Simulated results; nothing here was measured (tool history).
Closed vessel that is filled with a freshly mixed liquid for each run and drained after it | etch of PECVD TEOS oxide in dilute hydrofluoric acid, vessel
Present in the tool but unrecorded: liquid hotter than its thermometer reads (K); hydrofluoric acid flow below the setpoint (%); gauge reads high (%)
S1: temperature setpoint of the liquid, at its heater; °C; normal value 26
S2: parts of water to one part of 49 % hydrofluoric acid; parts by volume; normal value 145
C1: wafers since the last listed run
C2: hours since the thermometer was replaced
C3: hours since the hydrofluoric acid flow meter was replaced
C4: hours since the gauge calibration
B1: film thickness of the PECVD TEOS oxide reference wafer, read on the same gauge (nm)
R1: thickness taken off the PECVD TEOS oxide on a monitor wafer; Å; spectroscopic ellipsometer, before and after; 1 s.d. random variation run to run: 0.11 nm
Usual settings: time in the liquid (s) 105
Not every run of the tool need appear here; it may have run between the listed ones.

{"run": 1, "hour": 0.0, "S1": 26, "S2": 145, "time in the liquid (s)": 105, "C1": 0, "C2": 1026.2, "C3": 1032.8, "C4": 182.2, "B1": 99.99, "R1": 201.2}
{"run": 2, "hour": 14.3, "S1": 26, "S2": 145, "time in the liquid (s)": 105, "C1": 1103, "C2": 1040.5, "C3": 1047.1, "C4": 196.5, "B1": 100.04, "R1": 199.4}
{"run": 3, "hour": 30.3, "S1": 26, "S2": 120, "time in the liquid (s)": 105, "C1": 1234, "C2": 1056.5, "C3": 1063.1, "C4": 212.5, "B1": 100.01, "R1": 251.5}
{"run": 4, "hour": 43.9, "S1": 26, "S2": 120, "time in the liquid (s)": 105, "C1": 1049, "C2": 1070.1, "C3": 1076.7, "C4": 226.1, "B1": 100.01, "R1": 251.9}
{"run": 5, "hour": 49.9, "S1": 26, "S2": 145, "time in the liquid (s)": 105, "C1": 462, "C2": 1076.1, "C3": 1082.7, "C4": 232.1, "B1": 99.98, "R1": 200.5}
{"run": 6, "hour": 59.6, "S1": 26, "S2": 145, "time in the liquid (s)": 105, "C1": 748, "C2": 1085.8, "C3": 1092.4, "C4": 241.8, "B1": 100.03, "R1": 199.3}
{"run": 7, "hour": 73.4, "S1": 26, "S2": 145, "time in the liquid (s)": 105, "C1": 1064, "C2": 1099.6, "C3": 1106.2, "C4": 255.6, "B1": 100.01, "R1": 201.9}
{"run": 8, "hour": 86.2, "S1": 26, "S2": 145, "time in the liquid (s)": 105, "C1": 987, "C2": 1112.4, "C3": 1119, "C4": 268.4, "B1": 99.95, "R1": 200.4}
{"run": 9, "hour": 102.1, "S1": 26, "S2": 145, "time in the liquid (s)": 105, "C1": 1226, "C2": 1128.3, "C3": 1134.9, "C4": 284.3, "B1": 100, "R1": 200.8}
{"run": 10, "hour": 110.5, "S1": 26, "S2": 145, "time in the liquid (s)": 105, "C1": 648, "C2": 1136.7, "C3": 1143.3, "C4": 292.7, "B1": 100, "R1": 199.7}
{"run": 11, "hour": 117.8, "S1": 26, "S2": 145, "time in the liquid (s)": 105, "C1": 563, "C2": 1144, "C3": 1150.6, "C4": 300, "B1": 100, "R1": 200.3}
{"run": 12, "hour": 135.1, "S1": 22.5, "S2": 145, "time in the liquid (s)": 105, "C1": 1334, "C2": 1161.3, "C3": 1167.9, "C4": 317.3, "B1": 100.03, "R1": 175.1}
{"run": 13, "hour": 147.2, "S1": 26, "S2": 190, "time in the liquid (s)": 105, "C1": 933, "C2": 1173.4, "C3": 1180, "C4": 329.4, "B1": 99.98, "R1": 144}
{"run": 14, "hour": 154.2, "S1": 29.5, "S2": 110, "time in the liquid (s)": 45, "C1": 540, "C2": 1180.4, "C3": 1187, "C4": 336.4, "B1": 100.02, "R1": 133.9}
{"run": 15, "hour": 161.2, "S1": 28.5, "S2": 120, "time in the liquid (s)": 55, "C1": 540, "C2": 1187.4, "C3": 1194, "C4": 343.4, "B1": 100, "R1": 143.4}
{"run": 16, "hour": 176.9, "S1": 26, "S2": 145, "time in the liquid (s)": 105, "C1": 1211, "C2": 1203.1, "C3": 1209.7, "C4": 359.1, "B1": 99.97, "R1": 198.8}
{"hour": 179.6, "done": "gauge calibrated"}
{"run": 17, "hour": 183.9, "S1": 26, "S2": 145, "time in the liquid (s)": 105, "C1": 540, "C2": 1210.1, "C3": 1216.7, "C4": 4.3, "B1": 99.99, "R1": 199.1}
{"run": 18, "hour": 200.3, "S1": 26, "S2": 80, "time in the liquid (s)": 60, "C1": 1265, "C2": 1226.5, "C3": 1233.1, "C4": 20.7, "B1": 100.01, "R1": 224.9}
{"run": 19, "hour": 211.1, "S1": 24, "S2": 200, "time in the liquid (s)": 135, "C1": 833, "C2": 1237.3, "C3": 1243.9, "C4": 31.5, "B1": 100.03, "R1": 160}
{"run": 20, "hour": 227.1, "S1": 21.5, "S2": 145, "time in the liquid (s)": 90, "C1": 1234, "C2": 1253.3, "C3": 1259.9, "C4": 47.5, "B1": 100.02, "R1": 143}
{"hour": 234.0, "done": "thermometer replaced"}
{"run": 21, "hour": 234.4, "S1": 26, "S2": 145, "time in the liquid (s)": 105, "C1": 486, "C2": 0.4, "C3": 1267.2, "C4": 54.8, "B1": 99.95, "R1": 198.3}
{"run": 22, "hour": 250.0, "S1": 29.5, "S2": 85, "time in the liquid (s)": 105, "C1": 1203, "C2": 16, "C3": 1282.8, "C4": 70.4, "B1": 99.99, "R1": 418.4}
{"hour": 256.5, "done": "hydrofluoric acid flow meter replaced"}
{"run": 23, "hour": 265.9, "S1": 26, "S2": 145, "time in the liquid (s)": 105, "C1": 1149, "C2": 31.9, "C3": 9.4, "C4": 86.3, "B1": 99.99, "R1": 220.7}
{"run": 24, "hour": 281.3, "S1": 23.5, "S2": 145, "time in the liquid (s)": 105, "C1": 1188, "C2": 47.3, "C3": 24.8, "C4": 101.7, "B1": 100.02, "R1": 201.7}
{"run": 25, "hour": 290.3, "S1": 26, "S2": 145, "time in the liquid (s)": 105, "C1": 694, "C2": 56.3, "C3": 33.8, "C4": 110.7, "B1": 100.01, "R1": 223}
{"run": 26, "hour": 305.9, "S1": 26, "S2": 145, "time in the liquid (s)": 45, "C1": 1203, "C2": 71.9, "C3": 49.4, "C4": 126.3, "B1": 99.98, "R1": 94.2}
{"run": 27, "hour": 314.6, "S1": 28.5, "S2": 210, "time in the liquid (s)": 105, "C1": 671, "C2": 80.6, "C3": 58.1, "C4": 135, "B1": 100.01, "R1": 154.6}
{"run": 28, "hour": 332.4, "S1": 21.5, "S2": 170, "time in the liquid (s)": 140, "C1": 1373, "C2": 98.4, "C3": 75.9, "C4": 152.8, "B1": 100, "R1": 204.5}
{"run": 29, "hour": 347.3, "S1": 26, "S2": 145, "time in the liquid (s)": 105, "C1": 1149, "C2": 113.3, "C3": 90.8, "C4": 167.7, "B1": 100, "R1": 219.8}
{"run": 30, "hour": 360.1, "S1": 26, "S2": 145, "time in the liquid (s)": 105, "C1": 987, "C2": 126.1, "C3": 103.6, "C4": 180.5, "B1": 100.01, "R1": 218.5}
{"run": 31, "hour": 373.1, "S1": 26, "S2": 145, "time in the liquid (s)": 170, "C1": 1003, "C2": 139.1, "C3": 116.6, "C4": 193.5, "B1": 99.98, "R1": 356.3}
{"run": 32, "hour": 386.8, "S1": 26, "S2": 200, "time in the liquid (s)": 105, "C1": 1057, "C2": 152.8, "C3": 130.3, "C4": 207.2, "B1": 99.96, "R1": 148.7}

Hidden condition of the tool, last listed run before each entry between runs versus first listed run after:
Between runs 16 and 17: gauge calibrated (hour 179.6)
  hydrofluoric acid flow below the setpoint (%): 8.73 -> 8.78
  difference, measured minus the result without the unlogged condition, R1: -22.7 -> -22.9 Å
Between runs 20 and 21: thermometer replaced (hour 234)
  hydrofluoric acid flow below the setpoint (%): 9.08 -> 9.13
  difference, measured minus the result without the unlogged condition, R1: -16.7 -> -23.8 Å
Between runs 22 and 23: hydrofluoric acid flow meter replaced (hour 256.5)
  hydrofluoric acid flow below the setpoint (%): 9.24 -> 0.102
  difference, measured minus the result without the unlogged condition, R1: -48.4 -> -0.3 Å

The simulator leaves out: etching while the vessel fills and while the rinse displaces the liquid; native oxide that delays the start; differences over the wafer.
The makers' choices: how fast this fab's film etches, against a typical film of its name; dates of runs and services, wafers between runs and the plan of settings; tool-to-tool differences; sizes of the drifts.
